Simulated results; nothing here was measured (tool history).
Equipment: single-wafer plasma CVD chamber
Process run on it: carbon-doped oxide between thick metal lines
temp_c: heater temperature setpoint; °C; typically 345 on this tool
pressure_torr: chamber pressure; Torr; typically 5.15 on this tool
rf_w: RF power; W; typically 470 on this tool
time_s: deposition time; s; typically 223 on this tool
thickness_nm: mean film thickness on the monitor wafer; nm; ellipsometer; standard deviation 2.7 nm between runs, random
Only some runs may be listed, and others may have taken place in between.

run,day,temp_c,pressure_torr,rf_w,time_s,wafers since the last listed run,hours since the last thermocouple change,hours since the last RF generator calibration,hours since the last manometer calibration,hours since the showerhead was replaced,hours since the gauge calibration,"read-back reference wafer on the same gauge, thickness_nm",thickness_nm
1,0,345,5.15,470,223,0,498.7,1509.3,1521.3,4606.3,1111.5,1250.16,1115.627
2,2.888,345,5.15,470,223,441,568,1578.6,1590.6,4675.6,1180.8,1250.388,1114.307
# day 4.062: showerhead replaced
3,5.033,345,5.15,470,223,277,619.5,1630.1,1642.1,23.3,1232.3,1249.953,1119.222
# day 6.479: RF generator calibrated
4,8.738,345,5.15,470,223,515,708.4,54.2,1731,112.2,1321.2,1250.005,1126.25
5,12.596,345,5.15,470,223,590,801,146.8,1823.6,204.8,1413.8,1250.374,1129.407
6,16.317,345,5.15,470,223,569,890.3,236.1,1912.9,294.1,1503.1,1249.406,1123.347
7,19.525,345,4.2,445,250,490,967.3,313.1,1989.9,371.1,1580.1,1249.854,1181.02
# day 23.454: capacitance manometer re-zeroed and calibrated
8,23.475,345,5.15,470,223,553,1062.1,407.9,0.5,465.9,1674.9,1249.258,1117.461
9,27.508,345,4.06,470,194,617,1158.9,504.7,97.3,562.7,1771.7,1249.479,950.455
10,29.275,353,6.07,405,196,270,1201.3,547.1,139.7,605.1,1814.1,1249.876,863.267
11,32.038,345,5.15,470,223,422,1267.6,613.4,206,671.4,1880.4,1249.479,1110.983
12,34.479,345,5.15,470,223,373,1326.2,672,264.6,730,1939,1250.56,1109.398
# day 36.042: gauge calibrated
13,38.692,345,5.15,470,223,644,1427.3,773.1,365.7,831.1,63.6,1249.444,1105.582
# day 41.775: thermocouple changed; heater temperature recalibrated
14,41.796,358,5.15,470,223,423,0.5,847.6,440.2,905.6,138.1,1250.525,1086.865
15,44.462,345,5.15,470,223,408,64.5,911.6,504.2,969.6,202.1,1249.811,1128.63
16,47.562,345,5.15,415,267,474,138.9,986,578.6,1044,276.5,1250.316,1219.898
17,50.071,345,5.15,470,223,383,199.1,1046.2,638.8,1104.2,336.7,1250.259,1125.171
18,53.188,345,5.15,470,196,476,273.9,1121,713.6,1179,411.5,1250.405,984.822
19,57.367,345,5.15,470,223,639,374.2,1221.3,813.9,1279.3,511.8,1250.237,1122.708
20,59.112,336,4.51,435,257,267,416.1,1263.2,855.8,1321.2,553.7,1249.499,1238.298
21,62.446,358,5.15,470,223,510,496.1,1343.2,935.8,1401.2,633.7,1250.564,1088.069
22,65.146,351,5.15,555,257,413,560.9,1408,1000.6,1466,698.5,1249.884,1424.928
23,67.446,345,5.15,470,223,351,616.1,1463.2,1055.8,1521.2,753.7,1250.534,1120.902
24,69.317,352,5.15,470,223,286,661,1508.1,1100.7,1566.1,798.6,1249.753,1093.529
25,73.462,358,6.34,470,181,634,760.5,1607.6,1200.2,1665.6,898.1,1249.565,896.589
26,75.392,354,4.73,470,195,295,806.8,1653.9,1246.5,1711.9,944.4,1250.032,948.366
27,76.983,357,4.71,415,246,243,845,1692.1,1284.7,1750.1,982.6,1249.569,1068.198
# day 79.792: RF generator calibrated
28,80.5,345,5.15,470,223,487,929.4,17,1369.1,1834.5,1067,1249.695,1130.293
29,89.325,352,4.38,530,223,1350,1141.2,228.8,1580.9,2046.3,1278.8,1250.28,1174.478

Below are 3 alternative next runs, each starting from the tool's condition after run 29. Predict each:
A,89.346,345,5.15,470,243,3,1141.7,229.3,1581.4,2046.8,1279.3,?,?
B,89.346,345,3.88,470,223,3,1141.7,229.3,1581.4,2046.8,1279.3,?,?
C,89.346,340,4.18,510,253,3,1141.7,229.3,1581.4,2046.8,1279.3,?,?

run,"read-back reference wafer on the same gauge, thickness_nm",thickness_nm
A,1249.733,1220.661
B,1249.733,1094.54
C,1249.733,1342.447
With no hidden state in the tool, these same runs would have given:
run,thickness_nm
A,1233.831
B,1106.349
C,1357.215
